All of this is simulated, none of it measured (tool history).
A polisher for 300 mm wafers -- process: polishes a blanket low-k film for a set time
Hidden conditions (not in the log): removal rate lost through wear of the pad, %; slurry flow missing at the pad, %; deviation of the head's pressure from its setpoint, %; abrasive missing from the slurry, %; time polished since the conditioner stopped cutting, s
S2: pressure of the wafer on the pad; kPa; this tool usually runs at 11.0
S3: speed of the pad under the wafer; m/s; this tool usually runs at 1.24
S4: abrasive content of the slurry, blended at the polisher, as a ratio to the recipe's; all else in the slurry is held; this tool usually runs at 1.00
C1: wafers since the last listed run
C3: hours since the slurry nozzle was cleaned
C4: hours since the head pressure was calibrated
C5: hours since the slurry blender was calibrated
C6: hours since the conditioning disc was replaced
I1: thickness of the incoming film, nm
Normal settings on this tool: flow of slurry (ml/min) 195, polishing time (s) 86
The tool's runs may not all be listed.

run 1 day=0.000 | flow_of_slurry_(ml/min)=195 S2=13.1 S3=1.24 S4=1.00 polishing_time_(s)=86 | C1=0 wafers_polished_on_this_pad=351 C3=63.9 C4=1014.5 C5=35.5 C6=5.2 | I1=369.2 | film_removed_(nm)=34.8
run 2 day=0.454 | flow_of_slurry_(ml/min)=195 S2=13.1 S3=1.24 S4=1.00 polishing_time_(s)=86 | C1=69 wafers_polished_on_this_pad=421 C3=74.8 C4=1025.4 C5=46.4 C6=16.1 | I1=362.2 | film_removed_(nm)=34.6
run 3 day=0.858 | flow_of_slurry_(ml/min)=195 S2=11.0 S3=1.24 S4=1.00 polishing_time_(s)=97 | C1=62 wafers_polished_on_this_pad=484 C3=84.5 C4=1035.1 C5=56.1 C6=25.8 | I1=369.2 | film_removed_(nm)=33.6
run 4 day=1.467 | flow_of_slurry_(ml/min)=195 S2=11.0 S3=1.24 S4=1.00 polishing_time_(s)=86 | C1=93 wafers_polished_on_this_pad=577 C3=99.1 C4=1049.7 C5=70.7 C6=40.4 | I1=371.6 | film_removed_(nm)=29.5
-- day=1.900 head pressure recalibrated
run 5 day=2.092 | flow_of_slurry_(ml/min)=255 S2=11.0 S3=1.24 S4=1.00 polishing_time_(s)=63 | C1=83 wafers_polished_on_this_pad=661 C3=114.1 C4=4.6 C5=85.7 C6=55.4 | I1=374.7 | film_removed_(nm)=22.3
-- day=2.646 worn pad replaced by a new one
run 6 day=2.817 | flow_of_slurry_(ml/min)=195 S2=11.0 S3=1.24 S4=1.00 polishing_time_(s)=86 | C1=86 wafers_polished_on_this_pad=26 C3=131.5 C4=22.0 C5=103.1 C6=72.8 | I1=368.2 | film_removed_(nm)=29.7
run 7 day=3.362 | flow_of_slurry_(ml/min)=195 S2=14.5 S3=1.42 S4=1.00 polishing_time_(s)=86 | C1=84 wafers_polished_on_this_pad=110 C3=144.6 C4=35.1 C5=116.2 C6=85.9 | I1=368.6 | film_removed_(nm)=42.4
run 8 day=4.062 | flow_of_slurry_(ml/min)=195 S2=11.0 S3=1.04 S4=1.00 polishing_time_(s)=72 | C1=107 wafers_polished_on_this_pad=218 C3=161.4 C4=51.9 C5=133.0 C6=102.7 | I1=369.4 | film_removed_(nm)=21.4
run 9 day=4.779 | flow_of_slurry_(ml/min)=175 S2=11.0 S3=1.24 S4=1.00 polishing_time_(s)=86 | C1=110 wafers_polished_on_this_pad=328 C3=178.6 C4=69.1 C5=150.2 C6=119.9 | I1=373.3 | film_removed_(nm)=29.0
run 10 day=5.258 | flow_of_slurry_(ml/min)=195 S2=11.0 S3=0.96 S4=1.00 polishing_time_(s)=66 | C1=73 wafers_polished_on_this_pad=402 C3=190.1 C4=80.6 C5=161.7 C6=131.4 | I1=367.8 | film_removed_(nm)=18.4
run 11 day=5.929 | flow_of_slurry_(ml/min)=195 S2=11.0 S3=1.10 S4=0.85 polishing_time_(s)=86 | C1=103 wafers_polished_on_this_pad=505 C3=206.2 C4=96.7 C5=177.8 C6=147.5 | I1=365.6 | film_removed_(nm)=25.3
run 12 day=6.667 | flow_of_slurry_(ml/min)=195 S2=9.0 S3=0.88 S4=1.10 polishing_time_(s)=86 | C1=113 wafers_polished_on_this_pad=619 C3=223.9 C4=114.4 C5=195.5 C6=165.2 | I1=364.8 | film_removed_(nm)=19.1
run 13 day=6.946 | flow_of_slurry_(ml/min)=195 S2=11.0 S3=1.24 S4=0.90 polishing_time_(s)=86 | C1=43 wafers_polished_on_this_pad=662 C3=230.6 C4=121.1 C5=202.2 C6=171.9 | I1=370.1 | film_removed_(nm)=28.0
run 14 day=7.200 | flow_of_slurry_(ml/min)=195 S2=11.0 S3=0.96 S4=1.00 polishing_time_(s)=86 | C1=39 wafers_polished_on_this_pad=701 C3=236.7 C4=127.2 C5=208.3 C6=178.0 | I1=364.9 | film_removed_(nm)=24.0
run 15 day=7.458 | flow_of_slurry_(ml/min)=195 S2=11.0 S3=1.24 S4=1.20 polishing_time_(s)=86 | C1=39 wafers_polished_on_this_pad=741 C3=242.9 C4=133.4 C5=214.5 C6=184.2 | I1=362.2 | film_removed_(nm)=31.2
-- day=7.871 worn pad replaced by a new one
run 16 day=7.912 | flow_of_slurry_(ml/min)=170 S2=11.0 S3=1.24 S4=1.20 polishing_time_(s)=86 | C1=44 wafers_polished_on_this_pad=6 C3=253.8 C4=144.3 C5=225.4 C6=195.1 | I1=371.5 | film_removed_(nm)=30.6
run 17 day=8.221 | flow_of_slurry_(ml/min)=195 S2=11.0 S3=1.24 S4=1.00 polishing_time_(s)=86 | C1=47 wafers_polished_on_this_pad=53 C3=261.2 C4=151.7 C5=232.8 C6=202.5 | I1=370.4 | film_removed_(nm)=29.0
run 18 day=8.862 | flow_of_slurry_(ml/min)=195 S2=11.0 S3=1.24 S4=1.00 polishing_time_(s)=86 | C1=98 wafers_polished_on_this_pad=152 C3=276.6 C4=167.1 C5=248.2 C6=217.9 | I1=367.7 | film_removed_(nm)=29.1
run 19 day=9.208 | flow_of_slurry_(ml/min)=195 S2=11.0 S3=1.24 S4=1.00 polishing_time_(s)=86 | C1=53 wafers_polished_on_this_pad=205 C3=284.9 C4=175.4 C5=256.5 C6=226.2 | I1=371.8 | film_removed_(nm)=28.9
run 20 day=9.733 | flow_of_slurry_(ml/min)=195 S2=11.0 S3=1.24 S4=1.00 polishing_time_(s)=86 | C1=80 wafers_polished_on_this_pad=286 C3=297.5 C4=188.0 C5=269.1 C6=238.8 | I1=374.4 | film_removed_(nm)=28.9
run 21 day=10.300 | flow_of_slurry_(ml/min)=195 S2=9.7 S3=1.56 S4=0.80 polishing_time_(s)=86 | C1=87 wafers_polished_on_this_pad=373 C3=311.1 C4=201.6 C5=282.7 C6=252.4 | I1=369.2 | film_removed_(nm)=28.4
run 22 day=10.775 | flow_of_slurry_(ml/min)=195 S2=11.0 S3=0.90 S4=1.00 polishing_time_(s)=58 | C1=73 wafers_polished_on_this_pad=447 C3=322.5 C4=213.0 C5=294.1 C6=263.8 | I1=371.1 | film_removed_(nm)=15.0

Run 23 has not been measured yet. What should we expect?
run 23 day=11.242 | flow_of_slurry_(ml/min)=195 S2=8.3 S3=1.62 S4=0.70 polishing_time_(s)=106 | C1=71 wafers_polished_on_this_pad=519 C3=333.7 C4=224.2 C5=305.3 C6=275.0 | I1=368.6 | film_removed_(nm)=?

film removed (nm): 29.8
Had the tool carried no hidden state, the very same run would have given film removed (nm) 31.0.
